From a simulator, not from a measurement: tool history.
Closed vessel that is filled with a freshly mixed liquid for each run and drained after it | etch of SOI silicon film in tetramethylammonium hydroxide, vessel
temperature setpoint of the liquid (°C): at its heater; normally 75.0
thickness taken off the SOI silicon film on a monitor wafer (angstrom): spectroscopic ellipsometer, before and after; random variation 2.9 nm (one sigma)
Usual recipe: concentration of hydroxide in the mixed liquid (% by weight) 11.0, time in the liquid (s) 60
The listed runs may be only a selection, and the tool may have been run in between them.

run     day  temperature setpoint of the liquid (°C)  concentration of hydroxide in the mixed liquid (% by weight)  time in the liquid (s)  wafers since the last listed run  hours since the thermometer was replaced  hours since the hydroxide flow meter was replaced  hours since the gauge calibration  read-back film thickness of the SOI silicon film reference wafer, read on the same gauge (nm)  thickness taken off the SOI silicon film on a monitor wafer (angstrom)
  1   0.000                                     75.0                                                          11.0                      60                                 0                                       9.8                                             1312.7                              341.0                                                                                          59.98                                                                  5184.6
  2   1.942                                     75.0                                                          11.0                      60                              4468                                      56.4                                             1359.3                              387.6                                                                                          60.01                                                                  5067.5
  3   3.662                                     75.0                                                          11.0                      60                              3960                                      97.7                                             1400.6                              428.9                                                                                          60.00                                                                  5098.4
  4   7.833                                     75.0                                                          11.0                      60                              9598                                     197.8                                             1500.7                              529.0                                                                                          59.95                                                                  5100.4
  5  10.696                                     75.0                                                          11.0                      60                              6587                                     266.5                                             1569.4                              597.7                                                                                          60.00                                                                  5057.0
  6  17.592                                     73.5                                                          11.0                      60                             15869                                     432.0                                             1734.9                              763.2                                                                                          60.05                                                                  4532.9
  7  19.362                                     73.5                                                          11.0                      60                              4075                                     474.5                                             1777.4                              805.7                                                                                          60.00                                                                  4517.5
  8  20.800                                     73.5                                                          11.0                      60                              3308                                     509.0                                             1811.9                              840.2                                                                                          60.01                                                                  4585.2
  9  21.938                                     75.0                                                          13.0                      50                              2617                                     536.3                                             1839.2                              867.5                                                                                          60.00                                                                  3874.3
 10  24.412                                     75.0                                                          13.0                      50                              5695                                     595.7                                             1898.6                              926.9                                                                                          60.00                                                                  3832.3
 11  26.496                                     75.0                                                          11.0                      60                              4794                                     645.7                                             1948.6                              976.9                                                                                          59.97                                                                  4924.3
     27.096  -- gauge calibrated
 12  31.412                                     75.0                                                          11.0                      60                             11314                                     763.7                                             2066.6                              103.6                                                                                          60.01                                                                  4845.8
 13  32.967                                     73.5                                                          11.0                      60                              3576                                     801.0                                             2103.9                              140.9                                                                                          60.00                                                                  4454.8
     34.383  -- hydroxide flow meter replaced
 14  34.421                                     68.0                                                          13.5                      60                              3250                                     835.9                                                0.9                              175.8                                                                                          60.00                                                                  2820.4
     35.675  -- thermometer replaced
 15  36.492                                     71.5                                                          13.0                      95                              4669                                      19.6                                               50.6                              225.5                                                                                          60.01                                                                  6003.0
 16  37.929                                     75.0                                                          11.0                      35                              3308                                      54.1                                               85.1                              260.0                                                                                          60.01                                                                  2887.6
 17  40.346                                     81.0                                                          11.0                      85                              5561                                     112.1                                              143.1                              318.0                                                                                          60.03                                                                  9836.8
 18  41.362                                     75.0                                                          12.5                      60                              2339                                     136.5                                              167.5                              342.4                                                                                          60.01                                                                  4732.0
 19  42.383                                     77.5                                                          12.5                      30                              2349                                     161.0                                              192.0                              366.9                                                                                          60.02                                                                  2724.1
 20  45.208                                     75.0                                                          11.0                      60                              6501                                     228.8                                              259.8                              434.7                                                                                          60.03                                                                  4906.0
 21  46.450                                     70.5                                                           9.0                      75                              2857                                     258.6                                              289.6                              464.5                                                                                          60.03                                                                  5079.7
 22  51.625                                     75.0                                                          12.5                      60                             11909                                     382.8                                              413.8                              588.7                                                                                          60.00                                                                  4660.4
 23  54.467                                     72.0                                                          11.0                      75                              6539                                     451.0                                              482.0                              656.9                                                                                          59.98                                                                  5058.5

Below are 3 alternative next runs, each starting from the tool's condition after run 23. Predict each:
  A  54.496                                     75.0                                                          11.0                      60                                67                                     451.7                                              482.7                              657.6                                                                                              ?                                                                       ?
  B  54.496                                     83.0                                                          11.0                      80                                67                                     451.7                                              482.7                              657.6                                                                                              ?                                                                       ?
  C  54.496                                     68.0                                                           9.0                      30                                67                                     451.7                                              482.7                              657.6                                                                                              ?                                                                       ?

run  read-back film thickness of the SOI silicon film reference wafer, read on the same gauge (nm)  thickness taken off the SOI silicon film on a monitor wafer (angstrom)
  A                                                                                          60.01                                                                  4840.3
  B                                                                                          60.01                                                                 10103.1
  C                                                                                          60.01                                                                  1729.8
Stripped of hidden state, with their random variation kept, the same runs would have yielded:
run  thickness taken off the SOI silicon film on a monitor wafer (angstrom)
  A                                                                  5016.7
  B                                                                 10448.5
  C                                                                  1796.3

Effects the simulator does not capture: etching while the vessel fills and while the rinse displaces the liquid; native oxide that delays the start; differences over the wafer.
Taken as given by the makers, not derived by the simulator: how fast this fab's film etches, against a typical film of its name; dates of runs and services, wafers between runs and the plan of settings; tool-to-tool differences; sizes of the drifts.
